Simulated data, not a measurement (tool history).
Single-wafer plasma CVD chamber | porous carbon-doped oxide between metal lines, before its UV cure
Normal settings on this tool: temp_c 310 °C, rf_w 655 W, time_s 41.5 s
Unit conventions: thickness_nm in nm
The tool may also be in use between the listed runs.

run,hour,temp_c,rf_w,time_s,"read-back reference wafer on the same gauge, thickness_nm",thickness_nm
1,0,310,565,41.5,204.043,210.663
2,42.7,310,655,44.9,203.98,242.955
3,70.2,310,655,44.9,204.026,242.088
4,104,310,655,44.9,203.87,243.511
5,157.4,310,655,37.1,203.97,200.945
6,225.6,310,655,37.1,203.918,201.538
7,277.2,310,655,37.1,203.977,202.832
8,307.7,310,655,41.5,204.005,225.744
9,363.5,310,655,41.5,204.036,224.381
10,429.3,310,565,38.8,203.939,198.718
11,500.3,310,655,41.5,203.989,227.002
12,530.4,310,655,41.5,203.999,226.028
13,583.3,310,655,41.5,204.062,225.81
14,618.4,310,655,41.5,204.004,226.124
15,674.1,310,655,41.5,203.828,227.877
# hour 740.1: thermocouple changed; heater temperature recalibrated
16,746,310,655,41.5,203.981,219.934
17,795.1,310,655,41.5,203.967,219.317
18,820.5,314,775,39.1,204.071,219.378
19,890.1,310,655,41.5,203.956,219.142
# hour 917.5: gauge calibrated
# hour 954.2: RF generator calibrated
20,954.7,310,655,41.5,203.978,226.151
# hour 969.5: showerhead replaced
21,1004.6,306,775,38.9,204.032,232.215
22,1052.8,297,695,41.5,203.902,245.834
23,1123.5,316,655,41.5,204.03,219.096
24,1169.6,321,655,47.5,203.992,243.086
25,1204.2,310,720,41.5,204.069,234.506
26,1256.5,320,655,46.8,204.051,240.739
27,1288.6,310,745,37,204.044,212.173
28,1331.4,296,750,37.6,204.064,232.535
29,1357.5,306,655,45.6,203.961,250.084
30,1393.3,310,755,41.5,204.02,237.464
31,1425.8,310,655,41.5,204.017,222.945

Expected results for the next run?
32,1489.1,321,785,45.7,?,?

Run 32 produced read-back reference wafer on the same gauge, thickness_nm 204.08, thickness_nm 252.145 nm.
If the tool had no hidden condition, the same run with the same run-to-run variation would have returned thickness_nm 254.429 nm.

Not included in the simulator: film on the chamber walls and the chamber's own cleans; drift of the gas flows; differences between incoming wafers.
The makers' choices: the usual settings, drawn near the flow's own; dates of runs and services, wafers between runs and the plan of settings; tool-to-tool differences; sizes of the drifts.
